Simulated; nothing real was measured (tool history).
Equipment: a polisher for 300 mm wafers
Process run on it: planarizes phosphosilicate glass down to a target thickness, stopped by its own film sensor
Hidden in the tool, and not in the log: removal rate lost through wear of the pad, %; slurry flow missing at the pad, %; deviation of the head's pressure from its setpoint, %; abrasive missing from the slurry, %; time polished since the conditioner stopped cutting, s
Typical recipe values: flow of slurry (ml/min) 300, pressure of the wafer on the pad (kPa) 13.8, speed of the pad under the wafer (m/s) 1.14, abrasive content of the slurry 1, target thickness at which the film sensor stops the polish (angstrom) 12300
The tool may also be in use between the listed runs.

| run | hour | flow of slurry (ml/min) | pressure of the wafer on the pad (kPa) | speed of the pad under the wafer (m/s) | abrasive content of the slurry | target thickness at which the film sensor stops the polish (angstrom) | wafers since the last listed run | wafers polished on this pad | hours since the slurry nozzle was cleaned | hours since the head pressure was calibrated | hours since the slurry blender was calibrated | hours since the conditioning disc was replaced | incoming thickness of the incoming film, nm | time until the film sensor stopped the polish (s) |
|---|---|---|---|---|---|---|---|---|---|---|---|---|---|---|
| 1 | 0 | 300 | 13.8 | 1.26 | 1 | 12300 | 0 | 3 | 419 | 833.5 | 463 | 1 | 1917.3 | 135.2 |
|  | 23.7 | slurry blender recalibrated |
| 2 | 51.3 | 300 | 13.8 | 1.28 | 1 | 12300 | 330 | 333 | 470.3 | 884.8 | 27.6 | 52.3 | 1895.7 | 107.9 |
| 3 | 81.6 | 300 | 10.3 | 1.36 | 1.15 | 10780 | 203 | 536 | 500.6 | 915.1 | 57.9 | 82.6 | 1956.1 | 165 |
| 4 | 111.2 | 350 | 13.8 | 0.76 | 0.8 | 11010 | 198 | 734 | 530.2 | 944.7 | 87.5 | 112.2 | 1916 | 223.8 |
| 5 | 162.3 | 300 | 13.8 | 1.14 | 1 | 12300 | 342 | 1077 | 581.3 | 995.8 | 138.6 | 163.3 | 1920.9 | 126.1 |
| 6 | 195.1 | 300 | 13.8 | 1.14 | 0.9 | 10980 | 219 | 1297 | 614.1 | 1028.6 | 171.4 | 196.1 | 1907.3 | 163.8 |
|  | 260.1 | slurry nozzle cleaned |
| 7 | 261.2 | 195 | 13.8 | 1.14 | 1.25 | 12300 | 436 | 1733 | 1.1 | 1094.7 | 237.5 | 262.2 | 1895 | 113.3 |
| 8 | 321.9 | 300 | 13.8 | 0.78 | 1 | 12300 | 406 | 2140 | 61.8 | 1155.4 | 298.2 | 322.9 | 1907.6 | 167.4 |
| 9 | 360.6 | 375 | 13.8 | 1 | 1 | 11270 | 259 | 2399 | 100.5 | 1194.1 | 336.9 | 361.6 | 1917.7 | 163.6 |
| 10 | 388.5 | 200 | 13.8 | 1.14 | 1 | 12300 | 186 | 2586 | 128.4 | 1222 | 364.8 | 389.5 | 1901.1 | 141.1 |
|  | 427.5 | conditioning disc replaced and pad reconditioned |
| 11 | 459.8 | 300 | 13.8 | 1.14 | 1 | 12300 | 464 | 3050 | 199.7 | 1293.3 | 436.1 | 32.3 | 1922.9 | 138.4 |
|  | 490.9 | worn pad replaced by a new one |
|  | 506.8 | slurry blender recalibrated |
|  | 519.4 | head pressure recalibrated |
| 12 | 525.7 | 390 | 13.8 | 0.74 | 1.2 | 13200 | 388 | 206 | 265.6 | 6.3 | 18.9 | 98.2 | 1888 | 111 |
| 13 | 587.3 | 300 | 13.8 | 1.14 | 1 | 12300 | 412 | 619 | 327.2 | 67.9 | 80.5 | 159.8 | 1928.9 | 121.8 |

Forecast run 14:
| 14 | 614.8 | 300 | 13.8 | 1.14 | 1 | 12300 | 184 | 803 | 354.7 | 95.4 | 108 | 187.3 | 1934.2 | ? |

time until the film sensor stopped the polish (s): 124.1
Minus the tool's unlogged condition, the same run would have read time until the film sensor stopped the polish (s) 120.
